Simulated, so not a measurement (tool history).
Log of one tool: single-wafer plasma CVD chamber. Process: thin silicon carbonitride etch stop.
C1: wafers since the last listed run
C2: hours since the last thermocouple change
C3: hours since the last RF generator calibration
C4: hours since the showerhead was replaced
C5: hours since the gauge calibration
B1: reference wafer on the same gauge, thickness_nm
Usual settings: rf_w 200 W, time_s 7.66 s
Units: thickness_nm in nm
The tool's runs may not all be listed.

{"run": 1, "hour": 0.0, "rf_w": 170, "time_s": 6.89, "C1": 0, "C2": 1383.8, "C3": 1146.5, "C4": 5571.5, "C5": 61.5, "B1": 4.088, "thickness_nm": 4.391}
{"run": 2, "hour": 66.6, "rf_w": 230, "time_s": 7.66, "C1": 1771, "C2": 1450.4, "C3": 1213.1, "C4": 5638.1, "C5": 128.1, "B1": 4.082, "thickness_nm": 5.145}
{"run": 3, "hour": 94.9, "rf_w": 230, "time_s": 7.66, "C1": 752, "C2": 1478.7, "C3": 1241.4, "C4": 5666.4, "C5": 156.4, "B1": 4.094, "thickness_nm": 5.147}
{"run": 4, "hour": 122.1, "rf_w": 230, "time_s": 7.66, "C1": 723, "C2": 1505.9, "C3": 1268.6, "C4": 5693.6, "C5": 183.6, "B1": 4.095, "thickness_nm": 5.173}
{"run": 5, "hour": 140.0, "rf_w": 200, "time_s": 6.97, "C1": 476, "C2": 1523.8, "C3": 1286.5, "C4": 5711.5, "C5": 201.5, "B1": 4.087, "thickness_nm": 4.585}
{"hour": 172.5, "done": "showerhead replaced"}
{"run": 6, "hour": 173.4, "rf_w": 200, "time_s": 6.97, "C1": 675, "C2": 1557.2, "C3": 1319.9, "C4": 0.9, "C5": 234.9, "B1": 4.082, "thickness_nm": 4.597}
{"run": 7, "hour": 196.8, "rf_w": 200, "time_s": 7.66, "C1": 622, "C2": 1580.6, "C3": 1343.3, "C4": 24.3, "C5": 258.3, "B1": 4.096, "thickness_nm": 5.064}
{"hour": 230.1, "done": "thermocouple changed; heater temperature recalibrated"}
{"run": 8, "hour": 230.6, "rf_w": 200, "time_s": 7.66, "C1": 686, "C2": 0.5, "C3": 1377.1, "C4": 58.1, "C5": 292.1, "B1": 4.084, "thickness_nm": 4.988}
{"run": 9, "hour": 253.6, "rf_w": 200, "time_s": 7.66, "C1": 611, "C2": 23.5, "C3": 1400.1, "C4": 81.1, "C5": 315.1, "B1": 4.089, "thickness_nm": 5.061}
{"run": 10, "hour": 271.9, "rf_w": 200, "time_s": 7.66, "C1": 486, "C2": 41.8, "C3": 1418.4, "C4": 99.4, "C5": 333.4, "B1": 4.081, "thickness_nm": 5.001}
{"run": 11, "hour": 293.9, "rf_w": 175, "time_s": 7.66, "C1": 585, "C2": 63.8, "C3": 1440.4, "C4": 121.4, "C5": 355.4, "B1": 4.096, "thickness_nm": 4.881}
{"run": 12, "hour": 307.0, "rf_w": 175, "time_s": 8.1, "C1": 348, "C2": 76.9, "C3": 1453.5, "C4": 134.5, "C5": 368.5, "B1": 4.09, "thickness_nm": 5.192}
{"run": 13, "hour": 325.7, "rf_w": 160, "time_s": 6.85, "C1": 497, "C2": 95.6, "C3": 1472.2, "C4": 153.2, "C5": 387.2, "B1": 4.086, "thickness_nm": 4.334}
{"hour": 347.1, "done": "gauge calibrated"}
{"hour": 354.4, "done": "RF generator calibrated"}
{"run": 14, "hour": 354.9, "rf_w": 235, "time_s": 7.66, "C1": 563, "C2": 124.8, "C3": 0.5, "C4": 182.4, "C5": 7.8, "B1": 4.102, "thickness_nm": 5.162}
{"run": 15, "hour": 372.3, "rf_w": 200, "time_s": 7.66, "C1": 462, "C2": 142.2, "C3": 17.9, "C4": 199.8, "C5": 25.2, "B1": 4.097, "thickness_nm": 4.992}
{"run": 16, "hour": 384.4, "rf_w": 230, "time_s": 8.93, "C1": 321, "C2": 154.3, "C3": 30.0, "C4": 211.9, "C5": 37.3, "B1": 4.085, "thickness_nm": 5.969}
{"run": 17, "hour": 400.9, "rf_w": 225, "time_s": 8.05, "C1": 438, "C2": 170.8, "C3": 46.5, "C4": 228.4, "C5": 53.8, "B1": 4.092, "thickness_nm": 5.42}
{"run": 18, "hour": 436.8, "rf_w": 165, "time_s": 6.58, "C1": 954, "C2": 206.7, "C3": 82.4, "C4": 264.3, "C5": 89.7, "B1": 4.09, "thickness_nm": 4.15}
{"run": 19, "hour": 451.3, "rf_w": 165, "time_s": 8.99, "C1": 385, "C2": 221.2, "C3": 96.9, "C4": 278.8, "C5": 104.2, "B1": 4.086, "thickness_nm": 5.692}

Hidden state at the last listed run before each entry between runs and at the first one after, where it differs:
Between runs 5 and 6: showerhead replaced (hour 172.5)
  no hidden state differs between the two runs
Between runs 7 and 8: thermocouple changed; heater temperature recalibrated (hour 230.1)
  no hidden state differs between the two runs
Between runs 13 and 14: gauge calibrated (hour 347.1); RF generator calibrated (hour 354.4)
  no hidden state differs between the two runs

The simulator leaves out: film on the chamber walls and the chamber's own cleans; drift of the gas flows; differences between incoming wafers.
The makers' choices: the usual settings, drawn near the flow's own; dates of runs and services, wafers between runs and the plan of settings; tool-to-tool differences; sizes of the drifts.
